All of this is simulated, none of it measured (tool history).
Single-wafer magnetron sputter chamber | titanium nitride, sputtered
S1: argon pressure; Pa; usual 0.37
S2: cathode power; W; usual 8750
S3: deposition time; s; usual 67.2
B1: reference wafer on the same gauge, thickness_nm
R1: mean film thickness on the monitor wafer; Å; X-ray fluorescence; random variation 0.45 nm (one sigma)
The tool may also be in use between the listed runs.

Run 1, hour 0: usual settings but S1 0.416 Pa, S3 57.6 s; B1 118.965. Result: R1 914.14 Å.
Run 2, hour 62.5: usual settings but S1 0.416 Pa, S3 57.6 s; B1 119.004. Result: R1 919.28 Å.
Run 3, hour 168.9: usual settings; B1 118.965. Result: R1 1077.47 Å.
Run 4, hour 212.8: usual settings; B1 119.086. Result: R1 1093.94 Å.
Run 5, hour 278.1: usual settings; B1 119.067. Result: R1 1093.43 Å.
At hour 313.6: sputter target and shields replaced.
Run 6, hour 318.1: usual settings; B1 118.837. Result: R1 1056.91 Å.
Run 7, hour 414.3: usual settings; B1 118.942. Result: R1 1047.15 Å.
At hour 455.8: gauge calibrated.
Run 8, hour 516.2: usual settings but S1 0.465 Pa; B1 118.873. Result: R1 1009.89 Å.
At hour 608.7: sputter target and shields replaced, repeated, since the last time left the tool worse.
Run 9, hour 613.2: usual settings but S1 0.511 Pa, S2 7900 W, S3 78 s; B1 119.145. Result: R1 1133.15 Å.
At hour 647.5: capacitance manometer re-zeroed and calibrated.
Run 10, hour 832.2: usual settings but S1 0.48 Pa, S2 7350 W, S3 73.7 s; B1 118.799. Result: R1 991.85 Å.
Run 11, hour 894.4: usual settings but S2 7500 W, S3 56.9 s; B1 119.192. Result: R1 807.3 Å.
At hour 975.4: magnet pack replaced.
Run 12, hour 975.9: usual settings; B1 119.023. Result: R1 1088.78 Å.
Run 13, hour 1010.8: usual settings but S1 0.417 Pa, S2 8000 W, S3 80.2 s; B1 118.989. Result: R1 1177.85 Å.
Run 14, hour 1063.6: usual settings but S3 76.2 s; B1 118.934. Result: R1 1245.02 Å.
Run 15, hour 1136: usual settings but S2 8200 W; B1 119.047. Result: R1 1032.95 Å.
At hour 1145.3: sputter target and shields replaced.
Run 16, hour 1255.2: usual settings but S1 0.473 Pa, S2 7300 W, S3 58.7 s; B1 119.171. Result: R1 796.51 Å.

Forecast each of these 4 alternatives for the next run:
Run A, hour 1255.6: usual settings; B1 ?. Result: R1 ?.
Run B, hour 1255.6: usual settings but S1 0.505 Pa; B1 ?. Result: R1 ?.
Run C, hour 1255.6: usual settings but S1 0.243 Pa, S2 7250 W; B1 ?. Result: R1 ?.
Run D, hour 1255.6: usual settings but S1 0.303 Pa, S3 57.4 s; B1 ?. Result: R1 ?.

run       B1       R1
  A  118.998  1100.87
  B  118.998  1047.36
  C  118.998   984.63
  D  118.998   964.19
Without the tool's hidden state the same runs would have given:
run       R1
  A   1120.8
  B  1066.33
  C  1002.46
  D   981.65

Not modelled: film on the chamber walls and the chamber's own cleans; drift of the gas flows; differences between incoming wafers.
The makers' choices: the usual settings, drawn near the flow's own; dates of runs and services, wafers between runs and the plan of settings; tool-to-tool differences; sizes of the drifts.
